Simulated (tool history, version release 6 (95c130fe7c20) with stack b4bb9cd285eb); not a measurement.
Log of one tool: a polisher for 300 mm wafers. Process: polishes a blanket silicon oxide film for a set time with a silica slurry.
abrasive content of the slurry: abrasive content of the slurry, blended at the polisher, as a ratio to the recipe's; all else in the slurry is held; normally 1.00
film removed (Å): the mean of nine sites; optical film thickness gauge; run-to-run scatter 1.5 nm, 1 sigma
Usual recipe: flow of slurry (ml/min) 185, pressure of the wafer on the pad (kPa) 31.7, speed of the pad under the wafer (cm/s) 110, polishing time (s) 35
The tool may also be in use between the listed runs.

run,hour,flow of slurry (ml/min),pressure of the wafer on the pad (kPa),speed of the pad under the wafer (cm/s),abrasive content of the slurry,polishing time (s),wafers since the last listed run,wafers polished on this pad,hours since the slurry nozzle was cleaned,hours since the head pressure was calibrated,hours since the slurry blender was calibrated,hours since the conditioning disc was replaced,"incoming thickness of the incoming film, nm",film removed (Å)
1,0.0,185,31.7,110,1.00,35,0,1471,219.3,789.4,413.7,10.8,1556.4,1480
# hour 52.4: slurry blender recalibrated
2,63.4,185,31.7,110,1.00,35,1019,2491,282.7,852.8,11.0,74.2,1505.8,1477
# hour 74.4: worn pad replaced by a new one
3,97.6,185,31.7,110,1.00,35,501,384,316.9,887.0,45.2,108.4,1517.6,1451
4,127.4,185,31.7,110,1.00,35,494,879,346.7,916.8,75.0,138.2,1514.3,1438
5,161.6,185,31.7,110,1.00,35,568,1447,380.9,951.0,109.2,172.4,1512.7,1486
6,198.2,185,31.7,110,1.00,35,607,2055,417.5,987.6,145.8,209.0,1554.5,1468
# hour 200.3: conditioning disc replaced and pad reconditioned
# hour 228.5: worn pad replaced by a new one
7,253.5,215,31.7,138,1.00,35,818,415,472.8,1042.9,201.1,53.2,1540.7,1793
8,299.7,215,31.7,138,1.00,35,767,1182,519.0,1089.1,247.3,99.4,1507.6,1819
# hour 341.1: slurry nozzle cleaned
9,349.3,185,31.7,110,1.00,35,807,1990,8.2,1138.7,296.9,149.0,1519.4,1466
# hour 376.6: worn pad replaced by a new one
10,377.1,185,24.1,122,1.00,35,395,8,36.0,1166.5,324.7,176.8,1521.0,1325
# hour 393.7: conditioning disc replaced and pad reconditioned
11,408.0,235,26.9,110,1.00,35,480,488,66.9,1197.4,355.6,14.3,1535.1,1347
12,455.6,185,24.8,80,1.00,35,790,1279,114.5,1245.0,403.2,61.9,1534.0,939
# hour 457.7: head pressure recalibrated
# hour 501.6: slurry blender recalibrated
# hour 536.0: worn pad replaced by a new one
# hour 580.9: conditioning disc replaced and pad reconditioned
13,663.6,150,27.6,110,1.00,35,3288,2086,322.5,205.9,162.0,82.7,1548.7,1283
# hour 681.3: worn pad replaced by a new one
14,729.7,185,31.7,110,1.00,29,1031,804,388.6,272.0,228.1,148.8,1525.5,1223
# hour 789.4: conditioning disc replaced and pad reconditioned
15,799.5,250,31.7,110,1.00,35,1126,1930,458.4,341.8,297.9,10.1,1545.4,1537
16,826.7,185,31.7,110,1.00,35,451,2382,485.6,369.0,325.1,37.3,1550.1,1473

Predict each of these 4 candidate next runs independently; none follows another, all start after run 16:
A,827.1,185,26.2,110,1.00,35,6,2388,486.0,369.4,325.5,37.7,1536.5,?
B,827.1,185,35.9,72,1.00,43,6,2388,486.0,369.4,325.5,37.7,1536.5,?
C,827.1,185,31.7,146,1.00,35,6,2388,486.0,369.4,325.5,37.7,1536.5,?
D,827.1,185,31.7,146,0.85,35,6,2388,486.0,369.4,325.5,37.7,1536.5,?

run,film removed (Å)
A,1274
B,1399
C,1830
D,1714
Stripped of hidden state, with their random variation kept, the same runs would have yielded:
run,film removed (Å)
A,1274
B,1399
C,1830
D,1714
